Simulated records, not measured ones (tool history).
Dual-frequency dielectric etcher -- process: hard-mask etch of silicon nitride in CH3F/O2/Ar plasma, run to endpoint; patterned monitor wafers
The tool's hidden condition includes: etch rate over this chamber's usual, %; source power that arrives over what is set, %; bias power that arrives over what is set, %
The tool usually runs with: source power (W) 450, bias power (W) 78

| run | hour | source power (W) | bias power (W) | wafers since the last listed run | hours since the last wet clean | hours since the last source power generator calibration | hours since the last bias power generator calibration | hours since the last upper electrode change | incoming incoming film thickness, nm | endpoint time (s) |
|---|---|---|---|---|---|---|---|---|---|---|
| 1 | 0 | 510 | 71 | 0 | 140.9 | 1428.8 | 3001.3 | 861.9 | 34.32 | 46.1 |
| 2 | 76.7 | 450 | 78 | 691 | 217.6 | 1505.5 | 3078 | 938.6 | 34.06 | 46.2 |
| 3 | 164.9 | 450 | 78 | 795 | 305.8 | 1593.7 | 3166.2 | 1026.8 | 34.19 | 46.6 |
| 4 | 241.3 | 450 | 78 | 688 | 382.2 | 1670.1 | 3242.6 | 1103.2 | 33.99 | 45.9 |
| 5 | 339 | 450 | 78 | 880 | 479.9 | 1767.8 | 3340.3 | 1200.9 | 34.1 | 46.4 |
| 6 | 405.8 | 450 | 78 | 602 | 546.7 | 1834.6 | 3407.1 | 1267.7 | 34.08 | 46.5 |
| 7 | 487.4 | 450 | 78 | 735 | 628.3 | 1916.2 | 3488.7 | 1349.3 | 34.13 | 46.6 |
|  | 523.1 | wet clean of the chamber |
| 8 | 540.6 | 450 | 78 | 263 | 17.5 | 1969.4 | 3541.9 | 1402.5 | 33.96 | 46.1 |
| 9 | 636.4 | 540 | 78 | 863 | 113.3 | 2065.2 | 3637.7 | 1498.3 | 34.1 | 43.8 |
| 10 | 726.3 | 540 | 78 | 810 | 203.2 | 2155.1 | 3727.6 | 1588.2 | 34.08 | 43.7 |
| 11 | 844.4 | 540 | 78 | 1064 | 321.3 | 2273.2 | 3845.7 | 1706.3 | 34.39 | 44 |
| 12 | 913.3 | 450 | 85 | 621 | 390.2 | 2342.1 | 3914.6 | 1775.2 | 34.07 | 45.2 |
| 13 | 980.2 | 360 | 78 | 603 | 457.1 | 2409 | 3981.5 | 1842.1 | 33.83 | 50.2 |
| 14 | 1057.7 | 360 | 78 | 698 | 534.6 | 2486.5 | 4059 | 1919.6 | 34.04 | 50.5 |
|  | 1100 | wet clean of the chamber |
| 15 | 1151.7 | 450 | 78 | 631 | 51.7 | 2580.5 | 4153 | 2013.6 | 33.97 | 46.3 |
| 16 | 1227.7 | 390 | 78 | 685 | 127.7 | 2656.5 | 4229 | 2089.6 | 34.2 | 49.3 |
| 17 | 1308.8 | 450 | 78 | 731 | 208.8 | 2737.6 | 4310.1 | 2170.7 | 33.85 | 46.3 |
| 18 | 1390.9 | 360 | 78 | 740 | 290.9 | 2819.7 | 4392.2 | 2252.8 | 34.25 | 50.6 |
| 19 | 1430.1 | 450 | 78 | 353 | 330.1 | 2858.9 | 4431.4 | 2292 | 34.05 | 46.8 |
| 20 | 1493 | 450 | 78 | 567 | 393 | 2921.8 | 4494.3 | 2354.9 | 34.12 | 46.5 |
| 21 | 1566.7 | 390 | 95 | 664 | 466.7 | 2995.5 | 4568 | 2428.6 | 34.42 | 46.7 |
| 22 | 1634.6 | 520 | 64 | 612 | 534.6 | 3063.4 | 4635.9 | 2496.5 | 33.96 | 46.6 |
|  | 1644.2 | bias power generator calibrated |
|  | 1712.1 | wet clean of the chamber |
| 23 | 1729 | 560 | 78 | 598 | 16.9 | 3157.8 | 84.8 | 2590.9 | 34.26 | 43.5 |
|  | 1770 | source power generator calibrated |
|  | 1801.3 | upper electrode replaced |
| 24 | 1809.9 | 530 | 67 | 476 | 97.8 | 39.9 | 165.7 | 8.6 | 34.3 | 45.6 |
| 25 | 1848.1 | 420 | 78 | 344 | 136 | 78.1 | 203.9 | 46.8 | 34.11 | 47.2 |
| 26 | 1929.4 | 480 | 78 | 733 | 217.3 | 159.4 | 285.2 | 128.1 | 34.08 | 45.2 |
| 27 | 1995.3 | 510 | 68 | 594 | 283.2 | 225.3 | 351.1 | 194 | 34.27 | 46.1 |
| 28 | 2050.1 | 450 | 78 | 494 | 338 | 280.1 | 405.9 | 248.8 | 34.28 | 46.5 |
| 29 | 2108.4 | 400 | 78 | 525 | 396.3 | 338.4 | 464.2 | 307.1 | 34.14 | 48.3 |
| 30 | 2150.4 | 370 | 71 | 378 | 438.3 | 380.4 | 506.2 | 349.1 | 34.1 | 51.3 |
|  | 2212.7 | wet clean of the chamber |
| 31 | 2213.2 | 510 | 71 | 349 | 0.5 | 443.2 | 569 | 411.9 | 34.3 | 45.9 |
| 32 | 2290.2 | 410 | 70 | 694 | 77.5 | 520.2 | 646 | 488.9 | 34.09 | 49.6 |
| 33 | 2474.4 | 370 | 59 | 1660 | 261.7 | 704.4 | 830.2 | 673.1 | 34.19 | 54 |
| 34 | 2557.5 | 450 | 78 | 749 | 344.8 | 787.5 | 913.3 | 756.2 | 34.18 | 46.5 |
| 35 | 2637.2 | 450 | 78 | 718 | 424.5 | 867.2 | 993 | 835.9 | 34.37 | 46.8 |
|  | 2749.3 | wet clean of the chamber |
| 36 | 2749.8 | 350 | 95 | 798 | 0.5 | 979.8 | 1105.6 | 948.5 | 34.03 | 47.3 |

Some steps in endpoint time (s) between neighbouring runs. How much of each would the tool show without its hidden state too (settings, what came in, random variation), and how much is left for the hidden state, with any gauge scatter that isn't in both results?
Run 12 -> 13: source power (W) 450 -> 360, bias power (W) 85 -> 78. endpoint time (s) +5: hidden state +0.1, all else +4.9.
Run 23 -> 24: source power (W) 560 -> 530, bias power (W) 78 -> 67, source power generator calibrated, upper electrode replaced. endpoint time (s) +2.1: hidden state -0.6, all else +2.7.
Run 30 -> 31: source power (W) 370 -> 510, wet clean of the chamber. endpoint time (s) -5.4: hidden state +0, all else -5.4.
Run 32 -> 33: source power (W) 410 -> 370, bias power (W) 70 -> 59. endpoint time (s) +4.4: hidden state +0.2, all else +4.2.
Run 33 -> 34: source power (W) 370 -> 450, bias power (W) 59 -> 78. endpoint time (s) -7.5: hidden state -0.2, all else -7.3.

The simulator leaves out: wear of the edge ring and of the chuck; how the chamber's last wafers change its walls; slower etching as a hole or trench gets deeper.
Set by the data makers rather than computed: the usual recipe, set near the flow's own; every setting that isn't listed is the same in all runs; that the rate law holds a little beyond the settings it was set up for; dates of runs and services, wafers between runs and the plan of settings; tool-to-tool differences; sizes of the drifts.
